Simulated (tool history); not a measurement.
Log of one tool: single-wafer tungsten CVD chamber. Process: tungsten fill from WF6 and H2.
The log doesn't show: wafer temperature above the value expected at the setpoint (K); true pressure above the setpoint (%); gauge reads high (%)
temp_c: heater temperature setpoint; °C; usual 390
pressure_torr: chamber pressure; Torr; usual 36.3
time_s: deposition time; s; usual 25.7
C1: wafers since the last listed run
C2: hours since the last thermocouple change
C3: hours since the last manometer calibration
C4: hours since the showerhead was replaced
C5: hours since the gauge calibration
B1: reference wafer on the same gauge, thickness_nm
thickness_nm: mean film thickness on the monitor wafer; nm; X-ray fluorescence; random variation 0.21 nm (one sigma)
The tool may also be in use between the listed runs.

Run 1, hour 0.0: usual settings; C1 0; C2 676.7; C3 2051.3; C4 5017.7; C5 79.6; B1 61.440. Result: thickness_nm 67.321 nm.
Run 2, hour 23.4: usual settings; C1 531; C2 700.1; C3 2074.7; C4 5041.1; C5 103.0; B1 61.542. Result: thickness_nm 67.614 nm.
Run 3, hour 47.3: usual settings; C1 542; C2 724.0; C3 2098.6; C4 5065.0; C5 126.9; B1 61.513. Result: thickness_nm 67.269 nm.
Run 4, hour 60.5: usual settings; C1 299; C2 737.2; C3 2111.8; C4 5078.2; C5 140.1; B1 61.520. Result: thickness_nm 67.759 nm.
Run 5, hour 75.8: usual settings; C1 347; C2 752.5; C3 2127.1; C4 5093.5; C5 155.4; B1 61.454. Result: thickness_nm 68.229 nm.
Run 6, hour 95.8: usual settings but temp_c 384 °C; C1 453; C2 772.5; C3 2147.1; C4 5113.5; C5 175.4; B1 61.516. Result: thickness_nm 60.894 nm.
Run 7, hour 124.0: usual settings but temp_c 384 °C; C1 640; C2 800.7; C3 2175.3; C4 5141.7; C5 203.6; B1 61.518. Result: thickness_nm 60.866 nm.
Run 8, hour 148.4: usual settings; C1 553; C2 825.1; C3 2199.7; C4 5166.1; C5 228.0; B1 61.426. Result: thickness_nm 67.705 nm.
At hour 162.0: gauge calibrated.
At hour 198.4: capacitance manometer re-zeroed and calibrated.
At hour 201.3: thermocouple changed; heater temperature recalibrated.
Run 9, hour 237.9: usual settings but temp_c 376 °C, pressure_torr 44.0 Torr; C1 1784; C2 36.6; C3 39.5; C4 5255.6; C5 75.9; B1 61.403. Result: thickness_nm 54.853 nm.
At hour 251.9: showerhead replaced.
Run 10, hour 252.4: usual settings but temp_c 395 °C, pressure_torr 39.4 Torr; C1 147; C2 51.1; C3 54.0; C4 0.5; C5 90.4; B1 61.544. Result: thickness_nm 74.067 nm.
Run 11, hour 274.4: usual settings; C1 499; C2 73.1; C3 76.0; C4 22.5; C5 112.4; B1 61.463. Result: thickness_nm 65.739 nm.
Run 12, hour 376.3: usual settings but pressure_torr 44.5 Torr; C1 2312; C2 175.0; C3 177.9; C4 124.4; C5 214.3; B1 61.477. Result: thickness_nm 70.829 nm.
Run 13, hour 388.6: usual settings but temp_c 382 °C, pressure_torr 31.9 Torr, time_s 24.2 s; C1 279; C2 187.3; C3 190.2; C4 136.7; C5 226.6; B1 61.515. Result: thickness_nm 51.914 nm.
Run 14, hour 412.9: usual settings but temp_c 375 °C; C1 551; C2 211.6; C3 214.5; C4 161.0; C5 250.9; B1 61.429. Result: thickness_nm 50.389 nm.

Hidden state at the last listed run before each entry between runs and at the first one after, where it differs:
Between runs 8 and 9: gauge calibrated (hour 162.0); capacitance manometer re-zeroed and calibrated (hour 198.4); thermocouple changed; heater temperature recalibrated (hour 201.3)
  wafer temperature above the value expected at the setpoint (K): 1.56 -> 0.0414
  measured less the result without the state, thickness_nm: +1.800 -> +0.042 nm
Between runs 9 and 10: showerhead replaced (hour 251.9)
  wafer temperature above the value expected at the setpoint (K): 0.0414 -> 0.0444
  measured less the result without the state, thickness_nm: +0.042 -> +0.056 nm

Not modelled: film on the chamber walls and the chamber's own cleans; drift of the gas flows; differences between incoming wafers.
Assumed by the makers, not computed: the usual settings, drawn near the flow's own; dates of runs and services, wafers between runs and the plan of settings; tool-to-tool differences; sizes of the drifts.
